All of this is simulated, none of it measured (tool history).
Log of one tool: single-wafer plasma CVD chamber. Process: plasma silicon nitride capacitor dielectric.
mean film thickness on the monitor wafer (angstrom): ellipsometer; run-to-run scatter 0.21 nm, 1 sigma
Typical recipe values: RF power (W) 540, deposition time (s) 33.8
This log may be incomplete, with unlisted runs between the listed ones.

run    hour  RF power (W)  deposition time (s)  read-back reference wafer on the same gauge, thickness_nm  mean film thickness on the monitor wafer (angstrom)
  1       0           540                 33.8                                                     47.484                                               432.53
  2    94.1           540                 33.8                                                     47.531                                               430.42
  3   198.5           540                 33.8                                                     47.466                                               432.55
  4   241.3           540                 33.8                                                      47.55                                               431.95
  5   323.5           540                 33.8                                                     47.533                                               432.73
  6     387           540                 33.8                                                     47.522                                               430.65
  7   468.2           540                 33.8                                                     47.453                                               433.37
  8   563.5           540                 33.8                                                     47.483                                               430.33
  9     814           540                   30                                                     47.492                                               376.11
 10     898           540                   30                                                     47.627                                               379.83
 11   997.4           540                   30                                                     47.429                                               377.45
 12    1057           540                 33.8                                                     47.461                                               428.58
     1100.2  -- RF generator calibrated
 13  1160.9           540                 33.8                                                     47.627                                               435.71
 14  1236.7           540                 33.8                                                     47.453                                               440.33
 15  1315.8           455                 33.8                                                     47.564                                               415.56
 16  1385.3           455                 33.8                                                     47.557                                               414.07
 17  1487.9           540                 33.8                                                      47.52                                               434.77
 18  1578.7           540                 33.8                                                     47.565                                               434.32
 19  1638.6           540                 33.8                                                     47.576                                                436.5
     1747.1  -- gauge calibrated
 20  1840.4           540                 38.3                                                      47.45                                               493.57
 21  1905.8           540                 38.3                                                     47.547                                               493.28
 22  2009.7           540                 38.3                                                     47.487                                               491.12
     2057.7  -- showerhead replaced, of another model than before
 23  2066.9           575                 33.8                                                     47.379                                               440.67
 24  2168.9           540                 33.8                                                      47.48                                               432.15
 25  2208.8           470                 37.4                                                     47.492                                               463.52
 26  2269.2           630                 36.5                                                     47.509                                               486.05
 27  2316.8           445                 31.6                                                     47.515                                               385.62
 28    2398           605                 28.8                                                     47.551                                               377.75
 29  2453.4           540                 37.1                                                     47.604                                               472.41
 30  2525.1           640                 35.6                                                     47.442                                               473.37
 31  2575.8           625                 39.3                                                      47.49                                               521.22
 32    2673           475                 38.4                                                     47.464                                               471.32
     2684.7  -- RF generator calibrated
 33  2734.1           510                 28.6                                                     47.535                                               364.59
 34  2841.8           540                 33.8                                                      47.52                                               438.08
 35  2913.1           610                 39.9                                                     47.541                                                528.8
 36    3011           600                 35.6                                                     47.478                                                469.6
 37  3073.3           470                 37.4                                                     47.435                                               467.76
 38    3115           540                 33.8                                                      47.54                                               438.98
 39  3263.7           435                 27.3                                                     47.516                                               333.67
 40  3322.7           475                 30.5                                                     47.513                                               379.85
 41  3413.8           480                 38.9                                                     47.541                                               489.17
 42  3454.3           540                 33.8                                                     47.435                                               430.64
 43  3652.6           540                 33.8                                                     47.493                                               430.31
 44  3707.6           500                   28                                                     47.531                                               352.23

Estimate the outcome of run 45 from the log above:
 45  3751.4           465                 40.5                                                          ?                                                    ?

Run 45 produced read-back reference wafer on the same gauge, thickness_nm 47.467, mean film thickness on the monitor wafer (angstrom) 500.12.
Without the tool's hidden state the same run would have given mean film thickness on the monitor wafer (angstrom) 506.42.

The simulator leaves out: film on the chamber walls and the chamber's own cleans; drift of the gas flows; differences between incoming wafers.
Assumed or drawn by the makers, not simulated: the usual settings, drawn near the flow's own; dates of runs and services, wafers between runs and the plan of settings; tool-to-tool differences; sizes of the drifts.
